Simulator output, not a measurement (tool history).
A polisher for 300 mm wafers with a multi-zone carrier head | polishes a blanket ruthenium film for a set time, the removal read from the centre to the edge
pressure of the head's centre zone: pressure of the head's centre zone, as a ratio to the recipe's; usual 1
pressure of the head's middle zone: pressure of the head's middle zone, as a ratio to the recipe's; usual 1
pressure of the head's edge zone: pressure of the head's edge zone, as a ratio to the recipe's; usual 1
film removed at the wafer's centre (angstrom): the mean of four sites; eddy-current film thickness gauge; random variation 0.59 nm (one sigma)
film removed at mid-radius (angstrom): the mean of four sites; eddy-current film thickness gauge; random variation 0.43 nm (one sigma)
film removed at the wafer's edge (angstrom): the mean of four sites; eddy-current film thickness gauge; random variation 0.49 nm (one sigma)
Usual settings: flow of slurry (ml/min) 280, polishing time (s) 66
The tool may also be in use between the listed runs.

run     day  flow of slurry (ml/min)  pressure of the head's centre zone  pressure of the head's middle zone  pressure of the head's edge zone  polishing time (s)  wafers since the last listed run  wafers polished on this pad  hours since the slurry nozzle was cleaned  hours since the centre zone pressure was calibrated  hours since the edge zone pressure was calibrated  hours since the carrier head's membrane was replaced  incoming thickness of the incoming film, nm  film removed at the wafer's centre (angstrom)  film removed at mid-radius (angstrom)  film removed at the wafer's edge (angstrom)
  1       0                      280                                   1                                   1                              0.92                  66                                 0                          733                                      344.9                                                931.8                                              439.1                                                1098.9                                        338.2                                            575                                    558                                          538
  2   0.975                      280                                   1                                   1                              0.92                  66                               137                          870                                      368.3                                                955.2                                              462.5                                                1122.3                                        334.2                                            571                                    549                                          547
      3.238  -- worn pad replaced by a new one
  3   3.925                      255                                   1                                   1                              1.08                  66                               392                           96                                      439.1                                                 1026                                              533.3                                                1193.1                                        340.4                                            571                                    550                                          563
  4   4.846                      255                                   1                                   1                              1.08                  66                               129                          226                                      461.2                                               1048.1                                              555.4                                                1215.2                                          337                                            587                                    544                                          577
  5   5.546                      280                                   1                                0.94                              1.05                  66                                98                          325                                        478                                               1064.9                                              572.2                                                  1232                                        342.7                                            578                                    533                                          569
  6   6.742                      280                                   1                                   1                                 1                  66                               168                          493                                      506.7                                               1093.6                                              600.9                                                1260.7                                        334.5                                            581                                    551                                          554
  7   8.188                      280                                   1                                   1                                 1                  66                               203                          697                                      541.4                                               1128.3                                              635.6                                                1295.4                                        338.6                                            584                                    564                                          552
  8   9.254                      280                                   1                                   1                                 1                  66                               150                          847                                        567                                               1153.9                                              661.2                                                  1321                                          342                                            586                                    565                                          561
  9  10.238                      280                                   1                                   1                                 1                  66                               138                          986                                      590.6                                               1177.5                                              684.8                                                1344.6                                        345.2                                            577                                    550                                          565
 10  10.783                      280                                   1                                   1                                 1                  66                                76                         1062                                      603.7                                               1190.6                                              697.9                                                1357.7                                        342.7                                            581                                    551                                          557
     11.362  -- worn pad replaced by a new one
 11  12.129                      280                                   1                                   1                                 1                  66                               166                          108                                        636                                               1222.9                                              730.2                                                  1390                                        339.9                                            598                                    559                                          560
 12  13.025                      230                                1.12                                   1                              1.07                  74                               126                          234                                      657.5                                               1244.4                                              751.7                                                1411.5                                        340.3                                            735                                    615                                          635
     13.304  -- edge zone pressure recalibrated
       13.5  -- slurry nozzle cleaned
     13.771  -- carrier head's membrane replaced by a new one
 13  14.517                      280                                   1                                   1                                 1                  66                               163                          397                                       24.4                                               1280.2                                               29.1                                                  17.9                                          339                                            600                                    552                                          556
 14  15.967                      280                                0.96                                   1                               0.9                  66                               204                          601                                       59.2                                                 1315                                               63.9                                                  52.7                                        338.8                                            579                                    550                                          532
 15  16.783                      310                                0.94                                   1                              0.96                  50                               115                          716                                       78.8                                               1334.6                                               83.5                                                  72.3                                        344.3                                            433                                    421                                          418
     17.733  -- centre zone pressure recalibrated
 16  18.046                      280                                   1                                   1                                 1                  44                               166                          882                                      109.1                                                  7.5                                              113.8                                                 102.6                                        337.6                                            372                                    368                                          372
     20.342  -- worn pad replaced by a new one
 17  21.012                      200                                1.03                                1.12                                 1                  66                               394                           94                                      180.3                                                 78.7                                                185                                                 173.8                                        343.3                                            561                                    599                                          542
 18  21.908                      280                                   1                                0.96                                 1                  43                               126                          220                                      201.8                                                100.2                                              206.5                                                 195.3                                        338.1                                            366                                    350                                          365
 19    22.8                      185                                0.91                                0.95                              0.95                  66                               125                          346                                      223.2                                                121.6                                              227.9                                                 216.7                                          344                                            490                                    525                                          539
 20  23.654                      280                                   1                                   1                                 1                  66                               120                          466                                      243.7                                                142.1                                              248.4                                                 237.2                                          338                                            559                                    549                                          560
 21  24.796                      345                                0.96                                   1                                 1                  66                               160                          627                                      271.1                                                169.5                                              275.8                                                 264.6                                        336.1                                            549                                    569                                          562

Hidden state at the last listed run before each entry between runs and at the first one after, where it differs:
Between runs 2 and 3: worn pad replaced by a new one (day 3.238)
  deviation of the centre zone's pressure from its setpoint, %: 6 -> 6.87
  measured less the result without the state, film removed at the wafer's centre (angstrom): +32 -> +37
Between runs 10 and 11: worn pad replaced by a new one (day 11.362)
  deviation of the centre zone's pressure from its setpoint, %: 9.13 -> 9.61
  measured less the result without the state, film removed at the wafer's centre (angstrom): +49 -> +53
Between runs 12 and 13: edge zone pressure recalibrated (day 13.304); slurry nozzle cleaned (day 13.5); carrier head's membrane replaced by a new one (day 13.771)
  deviation of the centre zone's pressure from its setpoint, %: 9.94 -> 10.5
  measured less the result without the state, film removed at the wafer's centre (angstrom): +67 -> +58
Between runs 15 and 16: centre zone pressure recalibrated (day 17.733)
  deviation of the centre zone's pressure from its setpoint, %: 11.4 -> 2.17
  measured less the result without the state, film removed at the wafer's centre (angstrom): +45 -> +8
Between runs 16 and 17: worn pad replaced by a new one (day 20.342)
  deviation of the centre zone's pressure from its setpoint, %: 2.17 -> 2.21
  measured less the result without the state, film removed at the wafer's centre (angstrom): +8 -> +12
